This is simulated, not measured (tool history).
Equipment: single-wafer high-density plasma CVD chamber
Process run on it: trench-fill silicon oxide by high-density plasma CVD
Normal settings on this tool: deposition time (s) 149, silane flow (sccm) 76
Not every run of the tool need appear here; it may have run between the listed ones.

run	hour	deposition time (s)	silane flow (sccm)	read-back reference wafer on the same gauge, thickness_nm	mean film thickness on the monitor wafer (angstrom)
1	0	165	84	1267.127	13877.41
2	96.1	165	84	1268.845	13992.12
3	199.9	165	84	1270.916	13922.76
4	278.8	149	87	1274.935	12991.63
5	375.3	149	76	1274.493	11875.94
6	433.4	149	76	1276.522	11769.59
7	523.2	149	67	1277.153	10904.17
8	623.6	149	67	1282.159	10991.17
9	667.4	149	76	1282.199	11988.35
10	749.3	161	76	1283.32	12841.62
11	845.3	161	76	1285.701	12800.79
12	899.7	169	76	1287.369	13437.67
# hour 964.5: silane flow controller replaced
13	984.1	149	76	1289.692	11993.27
14	1062	149	76	1290.568	12028.54
15	1145.8	123	86	1292.655	10680.95
# hour 1181: gauge calibrated
16	1207.3	163	71	1243.467	12007.1
17	1274.3	149	76	1247.392	11592.6
18	1337.1	171	61	1247.263	11701.33
19	1405	171	61	1250.445	11722.05
20	1512.5	133	87	1250.972	11265.36
21	1608.1	125	91	1254.571	10998.57
22	1708.6	125	70	1255.143	9239.98
23	1803.1	149	88	1257.518	12857.92
24	1902.3	136	89	1260.108	11849.08
25	1971	129	87	1260.546	11081.55
26	2197.6	149	62	1266.971	10397.58
27	2278.3	164	86	1267.506	14101.71
28	2370.4	149	67	1268.924	10860.96
29	2470	160	89	1271.172	14231.36

Run-by-run hidden state of the tool:
delivered silane flow above the setpoint (%): 0 across all the runs
H1: gauge reads high (%)
run	H1
1	2.21
2	2.37
3	2.55
4	2.68
5	2.85
6	2.95
7	3.1
8	3.28
9	3.35
10	3.49
11	3.66
12	3.75
13	3.89
14	4.03
15	4.17
16	0.375
17	0.49
18	0.598
19	0.714
20	0.898
21	1.06
22	1.23
23	1.4
24	1.57
25	1.68
26	2.07
27	2.21
28	2.37
29	2.54
